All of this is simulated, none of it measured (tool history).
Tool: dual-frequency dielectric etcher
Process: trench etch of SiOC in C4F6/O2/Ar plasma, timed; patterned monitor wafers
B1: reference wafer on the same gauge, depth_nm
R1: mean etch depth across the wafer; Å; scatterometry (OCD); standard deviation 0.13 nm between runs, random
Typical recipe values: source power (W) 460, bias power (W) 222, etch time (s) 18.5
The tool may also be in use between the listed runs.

Run 1, hour 0: usual settings but source power (W) 500, etch time (s) 21.5; B1 37.88. Result: R1 559.9 Å.
Run 2, hour 213.3: usual settings; B1 37.88. Result: R1 465.2 Å.
Run 3, hour 298.5: usual settings; B1 37.89. Result: R1 463.9 Å.
At hour 335.9: source power generator calibrated.
Run 4, hour 355.8: usual settings; B1 37.91. Result: R1 471.5 Å.
At hour 367.5: bias power generator calibrated.
At hour 413: wet clean of the chamber.
Run 5, hour 449.5: usual settings; B1 37.9. Result: R1 471.1 Å.
At hour 482: gauge calibrated.
Run 6, hour 502: usual settings but bias power (W) 196; B1 37.93. Result: R1 456 Å.
Run 7, hour 604.5: usual settings but bias power (W) 196; B1 37.93. Result: R1 455 Å.
Run 8, hour 661.8: usual settings; B1 37.9. Result: R1 468.9 Å.
Run 9, hour 718.4: usual settings but bias power (W) 242; B1 37.9. Result: R1 482.3 Å.
Run 10, hour 788.9: usual settings but source power (W) 420; B1 37.89. Result: R1 451.5 Å.
At hour 801.8: source power generator calibrated, repeated, since the last time left the tool worse.
Run 11, hour 850.2: usual settings but bias power (W) 201; B1 37.9. Result: R1 444.6 Å.
Run 12, hour 941.1: usual settings but source power (W) 500, etch time (s) 21.5; B1 37.88. Result: R1 553.5 Å.
At hour 985.3: wet clean of the chamber.
Run 13, hour 1263.8: usual settings; B1 37.92. Result: R1 457.7 Å.
Run 14, hour 1315.6: usual settings; B1 37.89. Result: R1 457.6 Å.
Run 15, hour 1368.5: usual settings but source power (W) 390, bias power (W) 237, etch time (s) 13; B1 37.91. Result: R1 303.5 Å.
At hour 1463: upper electrode replaced.
Run 16, hour 1564.3: usual settings but etch time (s) 15; B1 37.87. Result: R1 372.2 Å.
At hour 1620.3: wet clean of the chamber.
Run 17, hour 1622.2: usual settings but etch time (s) 15.5; B1 37.88. Result: R1 385.1 Å.
Run 18, hour 1698.5: usual settings; B1 37.89. Result: R1 455.7 Å.
Run 19, hour 1759.3: usual settings but bias power (W) 200, etch time (s) 15.5; B1 37.92. Result: R1 377.6 Å.
Run 20, hour 1837.7: usual settings but source power (W) 500, etch time (s) 21.5; B1 37.89. Result: R1 553.8 Å.
Run 21, hour 1935.1: usual settings but source power (W) 360, bias power (W) 186; B1 37.93. Result: R1 391.9 Å.
Run 22, hour 1998.6: usual settings but source power (W) 530, bias power (W) 271, etch time (s) 21; B1 37.89. Result: R1 586 Å.
Run 23, hour 2061.8: usual settings but source power (W) 510, bias power (W) 255; B1 37.91. Result: R1 499.2 Å.
At hour 2168.1: wet clean of the chamber.
Run 24, hour 2168.6: usual settings but bias power (W) 265, etch time (s) 14.5; B1 37.9. Result: R1 376.9 Å.
Run 25, hour 2191: usual settings but source power (W) 500, bias power (W) 205, etch time (s) 13.5; B1 37.86. Result: R1 341.7 Å.
Run 26, hour 2234.3: usual settings; B1 37.91. Result: R1 460.2 Å.
Run 27, hour 2277: usual settings; B1 37.91. Result: R1 459.6 Å.
Run 28, hour 2344.6: usual settings but source power (W) 500; B1 37.87. Result: R1 478.7 Å.

Pick out some run-to-run changes in R1. Of each, how much would a tool without hidden state show as well, from the settings, what came in and chance, and how much is left for the hidden state and any gauge scatter not in both results compared?
Unlogged tool condition in this case: etch rate over this chamber's usual, %; source power that arrives over what is set, %; bias power that arrives over what is set, %; gauge reads high (%).
Run 3 -> 4: source power generator calibrated. R1 +7.6 Å: hidden state +6.1, all else +1.5.
Run 10 -> 11: source power (W) 420 -> 460, bias power (W) 222 -> 201, source power generator calibrated, repeated, since the last time left the tool worse. R1 -6.9 Å: hidden state -12.8, all else +5.9.
Run 19 -> 20: source power (W) 460 -> 500, bias power (W) 200 -> 222, etch time (s) 15.5 -> 21.5. R1 +176.2 Å: hidden state +0.6, all else +175.6.
Run 21 -> 22: source power (W) 360 -> 530, bias power (W) 186 -> 271, etch time (s) 18.5 -> 21. R1 +194.1 Å: hidden state +0.7, all else +193.4.
